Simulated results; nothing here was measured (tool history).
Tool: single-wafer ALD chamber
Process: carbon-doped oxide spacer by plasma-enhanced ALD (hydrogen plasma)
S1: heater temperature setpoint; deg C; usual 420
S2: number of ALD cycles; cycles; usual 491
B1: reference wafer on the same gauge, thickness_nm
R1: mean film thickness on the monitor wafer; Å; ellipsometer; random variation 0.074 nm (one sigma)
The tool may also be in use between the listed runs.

Run 1, hour 0: usual settings; B1 22.998. Result: R1 216.92 Å.
Run 2, hour 103.8: usual settings; B1 23.031. Result: R1 218.07 Å.
Run 3, hour 180.2: usual settings; B1 22.981. Result: R1 217.4 Å.
Run 4, hour 254.8: usual settings but S1 416 deg C, S2 468 cycles; B1 23.024. Result: R1 209.65 Å.
Run 5, hour 298.3: usual settings but S1 416 deg C, S2 468 cycles; B1 22.995. Result: R1 210.36 Å.
Run 6, hour 405.9: usual settings but S1 416 deg C, S2 468 cycles; B1 22.982. Result: R1 209.04 Å.
Run 7, hour 491.4: usual settings but S1 427 deg C; B1 23.019. Result: R1 213.34 Å.
Run 8, hour 551.5: usual settings but S1 427 deg C; B1 22.956. Result: R1 215.36 Å.
Run 9, hour 727: usual settings; B1 22.996. Result: R1 218.15 Å.
At hour 821.2: thermocouple changed; heater temperature recalibrated.
Run 10, hour 1034.6: usual settings; B1 22.991. Result: R1 221.32 Å.
Run 11, hour 1126.9: usual settings; B1 23.028. Result: R1 221.11 Å.
Run 12, hour 1196.1: usual settings but S2 524 cycles; B1 23.038. Result: R1 234.99 Å.
Run 13, hour 1302.8: usual settings but S2 524 cycles; B1 23.011. Result: R1 235.98 Å.
At hour 1329.2: thermocouple changed; heater temperature recalibrated, repeated, since the last time left the tool worse.
Run 14, hour 1379.3: usual settings but S2 524 cycles; B1 23.002. Result: R1 230.39 Å.
Run 15, hour 1457.3: usual settings; B1 22.963. Result: R1 216.39 Å.
Run 16, hour 1509.9: usual settings; B1 23. Result: R1 216.73 Å.
Run 17, hour 1553: usual settings; B1 23.016. Result: R1 217.86 Å.
Run 18, hour 1644: usual settings; B1 22.984. Result: R1 216.39 Å.
At hour 1663.3: gauge calibrated.
Run 19, hour 1717.1: usual settings; B1 23.001. Result: R1 214.59 Å.
Run 20, hour 1795.1: usual settings; B1 23.025. Result: R1 216.6 Å.
Run 21, hour 1856: usual settings; B1 23.02. Result: R1 216.61 Å.
Run 22, hour 1956.1: usual settings; B1 22.993. Result: R1 216.34 Å.
Run 23, hour 2037: usual settings; B1 22.982. Result: R1 217.47 Å.
Run 24, hour 2126.4: usual settings but S2 578 cycles; B1 23.029. Result: R1 256.04 Å.
Run 25, hour 2172: usual settings but S1 415 deg C; B1 23.019. Result: R1 221.04 Å.
Run 26, hour 2355: usual settings but S2 414 cycles; B1 23.015. Result: R1 183.3 Å.
Run 27, hour 2430.8: usual settings but S1 412 deg C, S2 457 cycles; B1 23.012. Result: R1 207.26 Å.
Run 28, hour 2509.2: usual settings but S1 431 deg C, S2 400 cycles; B1 23.029. Result: R1 172.24 Å.
Run 29, hour 2564: usual settings but S2 578 cycles; B1 22.972. Result: R1 257.31 Å.
Run 30, hour 2607.1: usual settings; B1 23.031. Result: R1 218.49 Å.
At hour 2675.2: thermocouple changed; heater temperature recalibrated.
Run 31, hour 2676.5: usual settings; B1 23.012. Result: R1 217.02 Å.
Run 32, hour 2816.5: usual settings but S1 431 deg C, S2 557 cycles; B1 23.005. Result: R1 237.43 Å.
Run 33, hour 2878.1: usual settings but S1 432 deg C, S2 456 cycles; B1 23.006. Result: R1 194.95 Å.
Run 34, hour 2954.5: usual settings but S1 416 deg C; B1 22.962. Result: R1 218.42 Å.
Run 35, hour 3047.6: usual settings but S1 434 deg C, S2 550 cycles; B1 23.002. Result: R1 231.78 Å.
Run 36, hour 3091.1: usual settings but S1 431 deg C, S2 456 cycles; B1 22.992. Result: R1 194.21 Å.
Run 37, hour 3196.2: usual settings but S1 409 deg C, S2 433 cycles; B1 23.038. Result: R1 197.62 Å.
Run 38, hour 3262.4: usual settings; B1 22.96. Result: R1 217.32 Å.
Run 39, hour 3329.1: usual settings but S2 529 cycles; B1 22.972. Result: R1 234.04 Å.
Run 40, hour 3430.1: usual settings but S1 424 deg C, S2 524 cycles; B1 23.026. Result: R1 229.59 Å.
Run 41, hour 3502.9: usual settings but S1 413 deg C; B1 22.979. Result: R1 221.54 Å.
Run 42, hour 3609.2: usual settings; B1 23.012. Result: R1 217.38 Å.
At hour 3821.5: thermocouple changed; heater temperature recalibrated.
Run 43, hour 3822: usual settings but S1 424 deg C, S2 556 cycles; B1 22.96. Result: R1 242.12 Å.
Run 44, hour 3874: usual settings but S2 587 cycles; B1 23.003. Result: R1 258.47 Å.
Run 45, hour 3964.7: usual settings but S1 428 deg C, S2 413 cycles; B1 23. Result: R1 177.13 Å.
Run 46, hour 4009.6: usual settings but S1 429 deg C, S2 397 cycles; B1 23.023. Result: R1 170.79 Å.
Run 47, hour 4060.3: usual settings but S1 428 deg C, S2 580 cycles; B1 23.036. Result: R1 249.44 Å.

The same runs without the tool's hidden state, with the same run-to-run variation:
The hidden state here: wafer temperature above the value expected at the setpoint (K); gauge reads high (%).
run      R1
  1  216.25
  2  217.22
  3  216.41
  4  208.55
  5  209.15
  6  207.57
  7  211.54
  8  213.34
  9   215.5
 10   216.8
 11  216.51
 12  230.02
 13  230.82
 14  230.54
 15   216.5
 16  216.82
 17  217.91
 18  216.36
 19  214.48
 20  216.36
 21  216.27
 22  215.79
 23  216.73
 24  254.89
 25  219.92
 26  181.85
 27  205.41
 28  170.36
 29  254.31
 30  215.75
 31   216.7
 32  237.04
 33  194.59
 34  217.97
 35  231.16
 36  193.64
 37  196.92
 38   216.4
 39  232.89
 40  228.18
 41  220.02
 42  215.53
 43  242.33
 44  258.68
 45  177.25
 46  170.89
 47  249.53
